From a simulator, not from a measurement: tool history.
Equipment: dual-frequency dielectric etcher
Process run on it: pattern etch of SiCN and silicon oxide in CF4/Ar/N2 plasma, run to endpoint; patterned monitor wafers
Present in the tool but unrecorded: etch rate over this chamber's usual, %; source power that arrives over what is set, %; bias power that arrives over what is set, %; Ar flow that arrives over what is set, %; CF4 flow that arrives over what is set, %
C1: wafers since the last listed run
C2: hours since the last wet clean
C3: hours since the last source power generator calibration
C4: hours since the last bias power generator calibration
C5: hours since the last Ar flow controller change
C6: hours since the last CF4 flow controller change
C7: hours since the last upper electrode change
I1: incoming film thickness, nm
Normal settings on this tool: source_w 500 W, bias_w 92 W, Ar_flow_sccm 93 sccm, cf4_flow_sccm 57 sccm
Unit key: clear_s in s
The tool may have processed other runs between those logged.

Run 1, hour 0: usual settings; C1 0; C2 372.6; C3 2893.4; C4 3658.1; C5 2080.4; C6 4208.4; C7 2723.7; I1 10.39. Result: clear_s 8.9 s.
Run 2, hour 20.9: usual settings; C1 252; C2 393.5; C3 2914.3; C4 3679; C5 2101.3; C6 4229.3; C7 2744.6; I1 10.55. Result: clear_s 9.1 s.
Run 3, hour 40.8: usual settings; C1 240; C2 413.4; C3 2934.2; C4 3698.9; C5 2121.2; C6 4249.2; C7 2764.5; I1 10.42. Result: clear_s 8.9 s.
Run 4, hour 54: usual settings but source_w 540 W; C1 159; C2 426.6; C3 2947.4; C4 3712.1; C5 2134.4; C6 4262.4; C7 2777.7; I1 10.37. Result: clear_s 8.4 s.
Run 5, hour 79.9: usual settings but source_w 540 W; C1 312; C2 452.5; C3 2973.3; C4 3738; C5 2160.3; C6 4288.3; C7 2803.6; I1 10.36. Result: clear_s 8.3 s.
At hour 127.6: bias power generator calibrated.
At hour 128.7: upper electrode replaced.
Run 6, hour 129.2: usual settings but source_w 540 W; C1 533; C2 501.8; C3 3022.6; C4 1.6; C5 2209.6; C6 4337.6; C7 0.5; I1 10.34. Result: clear_s 8.4 s.
Run 7, hour 130.2: usual settings; C1 12; C2 502.8; C3 3023.6; C4 2.6; C5 2210.6; C6 4338.6; C7 1.5; I1 10.48. Result: clear_s 8.9 s.
At hour 136.5: CF4 flow controller replaced.
At hour 151.8: source power generator calibrated.
Run 8, hour 152.3: usual settings but source_w 420 W, bias_w 114 W, Ar_flow_sccm 114 sccm, cf4_flow_sccm 52 sccm; C1 146; C2 524.9; C3 0.5; C4 24.7; C5 2232.7; C6 15.8; C7 23.6; I1 10.52. Result: clear_s 9.7 s.
At hour 184: wet clean of the chamber.
Run 9, hour 184.5: usual settings but Ar_flow_sccm 101 sccm; C1 98; C2 0.5; C3 32.7; C4 56.9; C5 2264.9; C6 48; C7 55.8; I1 10.36. Result: clear_s 9.3 s.
Run 10, hour 208.8: usual settings but Ar_flow_sccm 113 sccm, cf4_flow_sccm 64 sccm; C1 293; C2 24.8; C3 57; C4 81.2; C5 2289.2; C6 72.3; C7 80.1; I1 10.49. Result: clear_s 9.4 s.
Run 11, hour 228.1: usual settings but Ar_flow_sccm 106 sccm; C1 232; C2 44.1; C3 76.3; C4 100.5; C5 2308.5; C6 91.6; C7 99.4; I1 10.46. Result: clear_s 9.4 s.
At hour 235.8: Ar flow controller replaced.
Run 12, hour 249: usual settings; C1 179; C2 65; C3 97.2; C4 121.4; C5 13.2; C6 112.5; C7 120.3; I1 10.42. Result: clear_s 9.1 s.
Run 13, hour 272.4: usual settings; C1 282; C2 88.4; C3 120.6; C4 144.8; C5 36.6; C6 135.9; C7 143.7; I1 10.31. Result: clear_s 9 s.
Run 14, hour 306.1: usual settings but Ar_flow_sccm 103 sccm, cf4_flow_sccm 50 sccm; C1 406; C2 122.1; C3 154.3; C4 178.5; C5 70.3; C6 169.6; C7 177.4; I1 10.37. Result: clear_s 9.4 s.
Run 15, hour 337.4: usual settings but bias_w 105 W, cf4_flow_sccm 52 sccm; C1 377; C2 153.4; C3 185.6; C4 209.8; C5 101.6; C6 200.9; C7 208.7; I1 10.42. Result: clear_s 8.7 s.

What if the next run were any one of these 3? Each begins from the tool's condition after run 15:
Run A, hour 337.8: usual settings but Ar_flow_sccm 102 sccm; C1 4; C2 153.8; C3 186; C4 210.2; C5 102; C6 201.3; C7 209.1; I1 10.37. Result: clear_s ?.
Run B, hour 337.8: usual settings but source_w 560 W, bias_w 84 W, Ar_flow_sccm 85 sccm, cf4_flow_sccm 49 sccm; C1 4; C2 153.8; C3 186; C4 210.2; C5 102; C6 201.3; C7 209.1; I1 10.37. Result: clear_s ?.
Run C, hour 337.8: usual settings but Ar_flow_sccm 112 sccm; C1 4; C2 153.8; C3 186; C4 210.2; C5 102; C6 201.3; C7 209.1; I1 10.37. Result: clear_s ?.

run  clear_s
  A      9.2
  B      8.7
  C      9.4
The same runs, with their run-to-run variation unchanged, on a tool lacking any hidden condition would have given:
run  clear_s
  A      9.3
  B      8.8
  C      9.5
